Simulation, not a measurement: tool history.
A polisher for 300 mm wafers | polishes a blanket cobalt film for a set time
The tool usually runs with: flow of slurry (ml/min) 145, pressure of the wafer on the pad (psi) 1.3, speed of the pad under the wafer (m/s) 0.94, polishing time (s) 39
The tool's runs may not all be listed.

run	hour	flow of slurry (ml/min)	pressure of the wafer on the pad (psi)	speed of the pad under the wafer (m/s)	polishing time (s)	wafers since the last listed run	wafers polished on this pad	hours since the slurry nozzle was cleaned	hours since the head pressure was calibrated	incoming thickness of the incoming film, nm	film removed (nm)
1	0	110	1.3	0.94	39	0	1709	539.1	1256.3	1035.5	103.7
2	21.9	110	1.3	0.94	39	317	2026	561	1278.2	1010.4	103.1
# hour 36.2: worn pad replaced by a new one
3	44.9	145	1.3	0.94	39	275	126	584	1301.2	1023.3	108.8
4	73.9	145	1.3	0.94	39	419	546	613	1330.2	1015.9	110
5	104.7	145	1.3	1	39	445	992	643.8	1361	1020.4	114
6	123.9	145	0.9	0.94	39	278	1270	663	1380.2	1009	75.6
7	150.3	145	0.9	0.94	39	382	1652	689.4	1406.6	1026.8	74.5
8	174.8	145	0.9	0.94	39	354	2007	713.9	1431.1	1008.6	73
# hour 200.8: worn pad replaced by a new one
9	206.2	145	1.6	0.94	39	396	78	745.3	1462.5	1003.4	131
10	230.8	145	1.3	0.94	39	356	434	769.9	1487.1	1005	106.6
11	265.5	145	1.3	0.94	39	502	936	804.6	1521.8	1009.7	105.3
12	286.7	185	1.3	0.94	39	306	1243	825.8	1543	1021.7	110.9
# hour 301.4: slurry nozzle cleaned
13	320.5	95	1.3	0.94	39	474	1718	19.1	1576.8	1000.9	102
# hour 332.8: worn pad replaced by a new one
# hour 344.4: head pressure recalibrated
14	344.9	145	1.5	0.94	25	266	145	43.5	0.5	1026	83.6
15	439.5	175	1.3	1.18	35	1369	1515	138.1	95.1	1016.3	131.6
# hour 463.5: worn pad replaced by a new one
16	472.4	145	1.3	0.94	39	418	129	171	128	1019.7	113.3
17	486.5	145	1.3	0.94	39	204	333	185.1	142.1	1015.3	113.1
18	510.9	185	1.3	0.94	48	353	686	209.5	166.5	998.6	143.1
19	530.6	175	1.3	0.94	39	285	972	229.2	186.2	1011.9	117.7
20	559.8	145	1.3	0.94	39	422	1395	258.4	215.4	1019.2	111.3
21	578	145	1.3	1.06	39	263	1658	276.6	233.6	1017.3	127.5
# hour 589.7: worn pad replaced by a new one
22	635.3	145	1.6	0.94	50	771	660	333.9	290.9	1036.9	177.6
23	723	145	1.3	1.04	39	1269	1930	421.6	378.6	1030.9	122.8

Some steps in film removed (nm), run to run, broken into two amounts with sign: the step expected even without the hidden condition (settings, incoming material, random variation), and the rest, left for the hidden condition together with whatever gauge scatter is not in both the measured and the hidden-condition-free result:
Unlogged tool condition in this case: removal rate lost through wear of the pad, %; slurry flow missing at the pad, %; deviation of the head's pressure from its setpoint, %.
Run 8 -> 9: pressure of the wafer on the pad (psi) 0.9 -> 1.6, worn pad replaced by a new one. film removed (nm) +58: hidden state -4, all else +62.
Run 12 -> 13: flow of slurry (ml/min) 185 -> 95, slurry nozzle cleaned. film removed (nm) -8.9: hidden state +7, all else -15.9.
Run 22 -> 23: pressure of the wafer on the pad (psi) 1.6 -> 1.3, speed of the pad under the wafer (m/s) 0.94 -> 1.04, polishing time (s) 50 -> 39. film removed (nm) -54.8: hidden state -0.2, all else -54.6.
